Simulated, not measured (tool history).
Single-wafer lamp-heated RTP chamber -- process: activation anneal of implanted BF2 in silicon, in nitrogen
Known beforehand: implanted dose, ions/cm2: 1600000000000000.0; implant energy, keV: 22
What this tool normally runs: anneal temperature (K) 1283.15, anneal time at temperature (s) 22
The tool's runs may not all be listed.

run	day	anneal temperature (K)	anneal time at temperature (s)	wafers since the last listed run	wafers since the last pyrometer calibration	wafers since the reflector plate was cleaned	hours since the gauge calibration	read-back reference wafer on the same gauge, sheet resistance	sheet resistance of the implanted and annealed layer (ohm/square)
1	0.000	1283.15	22	0	1300	5102	549.9	136.04	147.33
# day 1.088: reflector plate cleaned
2	4.192	1283.15	22	1741	3041	1401	650.5	136.08	151.95
3	7.875	1283.15	22	1662	4704	3063	738.9	135.88	149.18
4	12.200	1283.15	22	1952	6656	5015	842.7	135.95	144.15
# day 13.062: reflector plate cleaned
# day 14.354: pyrometer window cleaned and pyrometer calibrated
5	14.604	1283.15	22	784	112	545	900.4	135.96	152.04
6	17.338	1283.15	22	1233	1346	1779	966.0	135.96	151.23
7	21.350	1283.15	22	1811	3157	3590	1062.3	135.93	149.12
8	23.917	1283.15	22	1158	4315	4748	1123.9	135.94	146.99
# day 24.742: reflector plate cleaned
9	30.733	1283.15	31	2926	7241	2704	1287.5	135.93	138.87
# day 32.488: pyrometer window cleaned and pyrometer calibrated
10	34.746	1283.15	22	1660	1019	4365	1383.8	135.94	148.94
# day 38.788: reflector plate cleaned
11	46.646	1295.15	28	5220	6239	3546	1669.4	135.94	129.32
# day 47.371: gauge calibrated
12	49.221	1300.15	17	1162	7402	4708	44.4	136.01	134.36
# day 49.604: reflector plate cleaned
13	51.058	1283.15	22	678	8080	656	88.5	136.05	147.46
# day 52.158: pyrometer window cleaned and pyrometer calibrated
14	55.233	1283.15	26	1733	1387	2390	188.7	135.96	146.84
15	57.042	1294.15	28	816	2203	3206	232.1	135.88	132.06
16	59.654	1283.15	22	1179	3382	4385	294.8	136.02	148.06

For run 17, what comes out?
17	61.550	1283.15	16	855	4238	5241	340.3	?	?

For run 17 the tool returned read-back reference wafer on the same gauge, sheet resistance 135.99, sheet resistance of the implanted and annealed layer (ohm/square) 154.60.
Minus the tool's unlogged condition, the same run would have read sheet resistance of the implanted and annealed layer (ohm/square) 161.31.
